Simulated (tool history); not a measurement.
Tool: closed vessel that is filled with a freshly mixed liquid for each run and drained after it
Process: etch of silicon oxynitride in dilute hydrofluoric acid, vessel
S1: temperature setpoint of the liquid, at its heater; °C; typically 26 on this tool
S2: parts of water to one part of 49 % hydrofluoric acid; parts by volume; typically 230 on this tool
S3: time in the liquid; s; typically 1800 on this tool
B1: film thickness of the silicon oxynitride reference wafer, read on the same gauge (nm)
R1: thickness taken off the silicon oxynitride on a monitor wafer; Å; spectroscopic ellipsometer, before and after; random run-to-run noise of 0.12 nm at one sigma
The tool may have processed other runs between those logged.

run 1 hour=0 | S1=26 S2=230 S3=1800 | B1=80.89 | R1=158
run 2 hour=20.6 | S1=26 S2=165 S3=2130 | B1=80.99 | R1=276.4
run 3 hour=35.8 | S1=26 S2=230 S3=1800 | B1=81.04 | R1=158.8
run 4 hour=56.8 | S1=26 S2=230 S3=1800 | B1=81.13 | R1=158.5
run 5 hour=83.1 | S1=26 S2=230 S3=1800 | B1=81.23 | R1=160.1
run 6 hour=103.2 | S1=22 S2=230 S3=1800 | B1=81.36 | R1=132.7
run 7 hour=122.1 | S1=22 S2=230 S3=1800 | B1=81.37 | R1=132.9
run 8 hour=141 | S1=22 S2=230 S3=1800 | B1=81.49 | R1=131.9
run 9 hour=168.7 | S1=26 S2=230 S3=2600 | B1=81.65 | R1=225.9
run 10 hour=188.3 | S1=26 S2=230 S3=1800 | B1=81.72 | R1=157.3
run 11 hour=220.2 | S1=26 S2=230 S3=1800 | B1=81.87 | R1=157.9
run 12 hour=251.8 | S1=26 S2=260 S3=1800 | B1=82.04 | R1=137.5
run 13 hour=267 | S1=26 S2=260 S3=1800 | B1=82.13 | R1=137.3
run 14 hour=289.9 | S1=26 S2=260 S3=1800 | B1=82.27 | R1=138.2
run 15 hour=316.4 | S1=26 S2=230 S3=1800 | B1=82.4 | R1=161.2
run 16 hour=346.8 | S1=26 S2=230 S3=1800 | B1=82.57 | R1=160.1
run 17 hour=426.8 | S1=31 S2=145 S3=2215 | B1=83.11 | R1=421.8
run 18 hour=461.5 | S1=26 S2=230 S3=2445 | B1=83.33 | R1=219.4
run 19 hour=480.6 | S1=30 S2=145 S3=1800 | B1=83.45 | R1=327.8
run 20 hour=513.4 | S1=30.5 S2=230 S3=1800 | B1=79.96 | R1=188.6
run 21 hour=529 | S1=26 S2=230 S3=865 | B1=79.99 | R1=75.9
run 22 hour=556.3 | S1=26 S2=230 S3=1800 | B1=79.99 | R1=154.6
run 23 hour=590.3 | S1=26 S2=230 S3=1800 | B1=80.02 | R1=154.9
run 24 hour=609.8 | S1=21 S2=230 S3=1065 | B1=80.05 | R1=72.7
run 25 hour=637.3 | S1=26 S2=230 S3=1800 | B1=80.07 | R1=154.6
run 26 hour=667.6 | S1=24 S2=285 S3=1090 | B1=80.07 | R1=67.1
run 27 hour=702.2 | S1=28.5 S2=180 S3=2815 | B1=80.12 | R1=362
run 28 hour=728.3 | S1=28.5 S2=115 S3=1800 | B1=80.18 | R1=390.4
run 29 hour=740.5 | S1=26 S2=230 S3=1800 | B1=80.15 | R1=155.4
run 30 hour=775.2 | S1=31 S2=230 S3=2340 | B1=80.24 | R1=249.8
run 31 hour=796.5 | S1=26 S2=230 S3=1800 | B1=80.29 | R1=157.3
run 32 hour=820.8 | S1=26 S2=230 S3=1800 | B1=80.37 | R1=158.2
run 33 hour=839.6 | S1=29 S2=130 S3=2275 | B1=80.37 | R1=431.8
run 34 hour=856.2 | S1=22 S2=290 S3=1210 | B1=80.43 | R1=67.7

Removed from this log: 4 entries logged between the listed runs. Between which two listed runs does each belong, and how does the tool's hidden state at the listed run before it compare with that at the listed run after it?
In the gap between runs 3 and 4: hydrofluoric acid flow meter replaced (hour 43.3)
  gauge reads high (%): 1.31 -> 1.41
  the result without the hidden state subtracted from the measured one, R1: +2.1 -> +2.2 Å
In the gap between runs 19 and 20: gauge calibrated (hour 502.6)
  gauge reads high (%): 4.35 -> -0.0189
  the result without the hidden state subtracted from the measured one, R1: +13.6 -> -0.1 Å
In the gap between runs 21 and 22: thermometer replaced (hour 541.6)
  gauge reads high (%): -0.0163 -> -0.00626
  the result without the hidden state subtracted from the measured one, R1: +0 -> +0 Å
In the gap between runs 22 and 23: hydrofluoric acid flow meter replaced (hour 589.8)
  gauge reads high (%): -0.00626 -> 0.0158
  the result without the hidden state subtracted from the measured one, R1: +0 -> +0 Å
